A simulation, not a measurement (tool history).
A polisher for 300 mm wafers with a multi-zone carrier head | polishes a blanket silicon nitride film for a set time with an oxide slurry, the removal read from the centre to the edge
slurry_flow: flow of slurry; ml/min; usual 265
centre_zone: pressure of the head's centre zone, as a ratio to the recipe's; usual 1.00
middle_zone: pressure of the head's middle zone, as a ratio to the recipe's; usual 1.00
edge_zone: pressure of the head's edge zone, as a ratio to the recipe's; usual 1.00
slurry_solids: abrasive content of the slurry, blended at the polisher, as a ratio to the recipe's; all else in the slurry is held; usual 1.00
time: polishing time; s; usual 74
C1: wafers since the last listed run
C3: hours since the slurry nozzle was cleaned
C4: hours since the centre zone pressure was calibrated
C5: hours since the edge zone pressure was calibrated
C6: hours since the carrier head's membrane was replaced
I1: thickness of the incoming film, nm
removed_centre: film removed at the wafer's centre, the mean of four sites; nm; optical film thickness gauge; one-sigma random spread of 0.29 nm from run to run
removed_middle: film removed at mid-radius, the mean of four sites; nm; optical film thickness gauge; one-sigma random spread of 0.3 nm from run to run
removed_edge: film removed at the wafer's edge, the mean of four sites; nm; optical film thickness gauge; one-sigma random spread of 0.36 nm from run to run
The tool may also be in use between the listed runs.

Run 1, day 0.000: usual settings; C1 0; wafers polished on this pad 588; C3 657.3; C4 1.8; C5 290.9; C6 901.7; I1 643.3. Result: removed_centre 34.2 nm, removed_middle 34.2 nm, removed_edge 34.5 nm.
Run 2, day 0.738: usual settings; C1 185; wafers polished on this pad 774; C3 675.0; C4 19.5; C5 308.6; C6 919.4; I1 650.0. Result: removed_centre 33.7 nm, removed_middle 34.2 nm, removed_edge 35.0 nm.
Run 3, day 1.129: usual settings; C1 98; wafers polished on this pad 872; C3 684.4; C4 28.9; C5 318.0; C6 928.8; I1 641.3. Result: removed_centre 33.9 nm, removed_middle 34.3 nm, removed_edge 34.1 nm.
Run 4, day 1.742: usual settings; C1 154; wafers polished on this pad 1026; C3 699.1; C4 43.6; C5 332.7; C6 943.5; I1 650.5. Result: removed_centre 33.9 nm, removed_middle 34.1 nm, removed_edge 33.5 nm.
At day 2.088: worn pad replaced by a new one.
At day 2.400: slurry nozzle cleaned.
Run 5, day 2.421: usual settings; C1 118; wafers polished on this pad 73; C3 0.5; C4 59.9; C5 349.0; C6 959.8; I1 643.2. Result: removed_centre 33.3 nm, removed_middle 34.0 nm, removed_edge 34.3 nm.
Run 6, day 2.767: usual settings but centre_zone 0.93, middle_zone 0.93; C1 86; wafers polished on this pad 160; C3 8.8; C4 68.2; C5 357.3; C6 968.1; I1 640.5. Result: removed_centre 31.1 nm, removed_middle 32.3 nm, removed_edge 34.5 nm.
Run 7, day 3.292: usual settings; C1 132; wafers polished on this pad 292; C3 21.4; C4 80.8; C5 369.9; C6 980.7; I1 650.3. Result: removed_centre 33.4 nm, removed_middle 34.3 nm, removed_edge 34.7 nm.
Run 8, day 3.725: usual settings but slurry_flow 195 ml/min; C1 108; wafers polished on this pad 401; C3 31.8; C4 91.2; C5 380.3; C6 991.1; I1 652.2. Result: removed_centre 31.6 nm, removed_middle 33.3 nm, removed_edge 33.2 nm.
Run 9, day 4.100: usual settings but middle_zone 1.10, slurry_solids 0.80; C1 94; wafers polished on this pad 495; C3 40.8; C4 100.2; C5 389.3; C6 1000.1; I1 627.4. Result: removed_centre 30.6 nm, removed_middle 34.3 nm, removed_edge 31.5 nm.
Run 10, day 4.829: usual settings but slurry_flow 330 ml/min, centre_zone 1.12, edge_zone 0.96, time 48 s; C1 183; wafers polished on this pad 678; C3 58.3; C4 117.7; C5 406.8; C6 1017.6; I1 637.2. Result: removed_centre 25.1 nm, removed_middle 22.7 nm, removed_edge 22.0 nm.
Run 11, day 5.104: usual settings; C1 69; wafers polished on this pad 747; C3 64.9; C4 124.3; C5 413.4; C6 1024.2; I1 642.6. Result: removed_centre 33.6 nm, removed_middle 33.9 nm, removed_edge 34.5 nm.
Run 12, day 5.475: usual settings but slurry_flow 335 ml/min, edge_zone 0.90, time 91 s; C1 93; wafers polished on this pad 841; C3 73.8; C4 133.2; C5 422.3; C6 1033.1; I1 646.7. Result: removed_centre 42.4 nm, removed_middle 43.2 nm, removed_edge 40.7 nm.
At day 5.642: edge zone pressure recalibrated.
Run 13, day 5.862: usual settings but centre_zone 1.07, time 55 s; C1 76; wafers polished on this pad 917; C3 83.1; C4 142.5; C5 5.3; C6 1042.4; I1 636.9. Result: removed_centre 26.2 nm, removed_middle 25.1 nm, removed_edge 25.4 nm.
At day 6.292: carrier head's membrane replaced by a new one.
Run 14, day 6.312: usual settings but middle_zone 0.91, slurry_solids 0.70; C1 60; wafers polished on this pad 978; C3 93.9; C4 153.3; C5 16.1; C6 0.5; I1 638.5. Result: removed_centre 29.8 nm, removed_middle 28.4 nm, removed_edge 30.5 nm.
At day 6.979: worn pad replaced by a new one.
Run 15, day 7.000: usual settings; C1 130; wafers polished on this pad 4; C3 110.4; C4 169.8; C5 32.6; C6 17.0; I1 631.0. Result: removed_centre 33.7 nm, removed_middle 34.4 nm, removed_edge 34.2 nm.
Run 16, day 7.408: usual settings but slurry_flow 330 ml/min; C1 102; wafers polished on this pad 107; C3 120.2; C4 179.6; C5 42.4; C6 26.8; I1 632.2. Result: removed_centre 34.4 nm, removed_middle 34.8 nm, removed_edge 35.5 nm.
Run 17, day 7.875: usual settings but slurry_solids 0.85, time 60 s; C1 117; wafers polished on this pad 225; C3 131.4; C4 190.8; C5 53.6; C6 38.0; I1 640.8. Result: removed_centre 25.6 nm, removed_middle 26.3 nm, removed_edge 26.3 nm.
Run 18, day 8.583: usual settings; C1 178; wafers polished on this pad 403; C3 148.4; C4 207.8; C5 70.6; C6 55.0; I1 633.2. Result: removed_centre 33.6 nm, removed_middle 33.6 nm, removed_edge 34.3 nm.
Run 19, day 10.429: usual settings; C1 464; wafers polished on this pad 867; C3 192.7; C4 252.1; C5 114.9; C6 99.3; I1 635.7. Result: removed_centre 33.8 nm, removed_middle 33.5 nm, removed_edge 34.1 nm.
Run 20, day 10.742: usual settings but slurry_solids 1.10; C1 78; wafers polished on this pad 945; C3 200.2; C4 259.6; C5 122.4; C6 106.8; I1 643.7. Result: removed_centre 34.9 nm, removed_middle 35.1 nm, removed_edge 35.3 nm.
Run 21, day 11.058: usual settings but slurry_flow 175 ml/min, middle_zone 0.94, slurry_solids 0.75, time 91 s; C1 79; wafers polished on this pad 1025; C3 207.8; C4 267.2; C5 130.0; C6 114.4; I1 640.4. Result: removed_centre 35.0 nm, removed_middle 34.2 nm, removed_edge 36.1 nm.
At day 11.750: worn pad replaced by a new one.
Run 22, day 11.796: usual settings but centre_zone 1.10, middle_zone 0.90, slurry_solids 1.25; C1 143; wafers polished on this pad 11; C3 225.5; C4 284.9; C5 147.7; C6 132.1; I1 643.5. Result: removed_centre 39.7 nm, removed_middle 33.6 nm, removed_edge 36.6 nm.
Run 23, day 12.496: usual settings but slurry_flow 210 ml/min, centre_zone 0.91, slurry_solids 0.70; C1 176; wafers polished on this pad 187; C3 242.3; C4 301.7; C5 164.5; C6 148.9; I1 641.6. Result: removed_centre 26.6 nm, removed_middle 29.2 nm, removed_edge 28.9 nm.

Consider 3 possible next runs. They are alternatives, not a sequence: every one starts from the tool as it was left by run 23. What does each give?
Run A, day 12.517: usual settings; C1 5; wafers polished on this pad 192; C3 242.8; C4 302.2; C5 165.0; C6 149.4; I1 643.5. Result: removed_centre ?, removed_middle ?, removed_edge ?.
Run B, day 12.517: usual settings but slurry_flow 210 ml/min, centre_zone 1.05, slurry_solids 0.90, time 57 s; C1 5; wafers polished on this pad 192; C3 242.8; C4 302.2; C5 165.0; C6 149.4; I1 643.5. Result: removed_centre ?, removed_middle ?, removed_edge ?.
Run C, day 12.517: usual settings but slurry_flow 205 ml/min, edge_zone 1.11, slurry_solids 0.75; C1 5; wafers polished on this pad 192; C3 242.8; C4 302.2; C5 165.0; C6 149.4; I1 643.5. Result: removed_centre ?, removed_middle ?, removed_edge ?.

run  removed_centre  removed_middle  removed_edge
  A            33.7            34.4          34.2
  B            25.5            24.8          24.9
  C            29.5            30.2          31.9
The same runs, with their run-to-run variation unchanged, on a tool lacking any hidden condition would have given:
run  removed_centre  removed_middle  removed_edge
  A            33.7            34.4          34.2
  B            25.5            24.8          24.9
  C            29.5            30.2          31.9
